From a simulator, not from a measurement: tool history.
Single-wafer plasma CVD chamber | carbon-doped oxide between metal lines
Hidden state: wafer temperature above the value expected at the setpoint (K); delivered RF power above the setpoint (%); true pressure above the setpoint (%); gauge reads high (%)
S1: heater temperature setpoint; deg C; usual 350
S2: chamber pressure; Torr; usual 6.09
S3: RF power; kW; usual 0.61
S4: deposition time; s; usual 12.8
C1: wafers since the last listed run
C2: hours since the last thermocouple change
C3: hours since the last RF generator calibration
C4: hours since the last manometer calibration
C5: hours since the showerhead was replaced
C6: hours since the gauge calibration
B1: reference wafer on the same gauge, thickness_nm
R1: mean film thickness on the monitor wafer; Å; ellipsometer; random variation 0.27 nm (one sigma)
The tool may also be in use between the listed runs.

run     day   S1    S2     S3    S4    C1      C2      C3      C4      C5     C6      B1      R1
  1       0  350  6.09   0.61  12.8     0  1604.2     960  1160.5  6963.4  116.3  59.643  654.25
  2   1.154  350  6.09   0.61  12.8   833  1631.9   987.7  1188.2  6991.1    144  59.594  652.31
  3   3.688  350  6.09   0.61  12.8  1829  1692.7  1048.5    1249  7051.9  204.8  59.647  652.14
  4   4.521  350  6.09   0.61  12.8   601  1712.7  1068.5    1269  7071.9  224.8  59.708  649.15
  5   5.888  350  6.09  0.585  12.8   986  1745.5  1101.3  1301.8  7104.7  257.6  59.655  629.37
      6.817  -- showerhead replaced
  6   6.838  350  6.09  0.585  12.8   445  1768.3  1124.1  1324.6     0.5  280.4  59.576  619.28
      7.412  -- capacitance manometer re-zeroed and calibrated
  7   7.433  345  6.09   0.61  12.8   189  1782.6  1138.4     0.5    14.8  294.7  59.572   648.9
  8   8.704  345  6.09   0.61  12.8   917  1813.1  1168.9      31    45.3  325.2  59.607  645.84
  9   9.529  345  6.09   0.61  12.8   595  1832.9  1188.7    50.8    65.1    345  59.606  650.42
      9.742  -- gauge calibrated
 10  10.283  350  6.09   0.69  11.4   544    1851  1206.8    68.9    83.2     13  59.594  620.65
     10.942  -- thermocouple changed; heater temperature recalibrated
 11  10.971  350  6.09   0.61  12.8   255     0.7  1223.3    85.4    99.7   29.5  59.594  636.03
       11.8  -- RF generator calibrated
 12  12.083  338  5.01  0.495  15.3   562    27.4     6.8   112.1   126.4   56.2  59.689  706.47
 13  13.675  360  6.09   0.53  14.3  1149    65.6      45   150.3   164.6   94.4  59.625  669.07
 14  14.217  342  5.68  0.535  12.8   391    78.6      58   163.3   177.6  107.4  59.587  629.64
 15  15.308  350  6.09   0.61  12.8   788   104.8    84.2   189.5   203.8  133.6  59.615  682.49
 16  16.483  350  6.09  0.505  12.8   848     133   112.4   217.7     232  161.8  59.534   596.2

3 ways to go on from here, each from the tool as it stands after run 16. What would each give?
  A  16.5  350  6.09  0.61  12.8  12  133.4  112.8  218.1  232.4  162.2   ?   ?
  B  16.5  350  7.16  0.56  12.8  12  133.4  112.8  218.1  232.4  162.2   ?   ?
  C  16.5  350  7.22  0.61  14.6  12  133.4  112.8  218.1  232.4  162.2   ?   ?

run      B1      R1
  A  59.555  676.93
  B  59.555  647.52
  C  59.555  781.54
Without the tool's hidden state the same runs would have given:
run      R1
  A     680
  B  650.47
  C   785.1

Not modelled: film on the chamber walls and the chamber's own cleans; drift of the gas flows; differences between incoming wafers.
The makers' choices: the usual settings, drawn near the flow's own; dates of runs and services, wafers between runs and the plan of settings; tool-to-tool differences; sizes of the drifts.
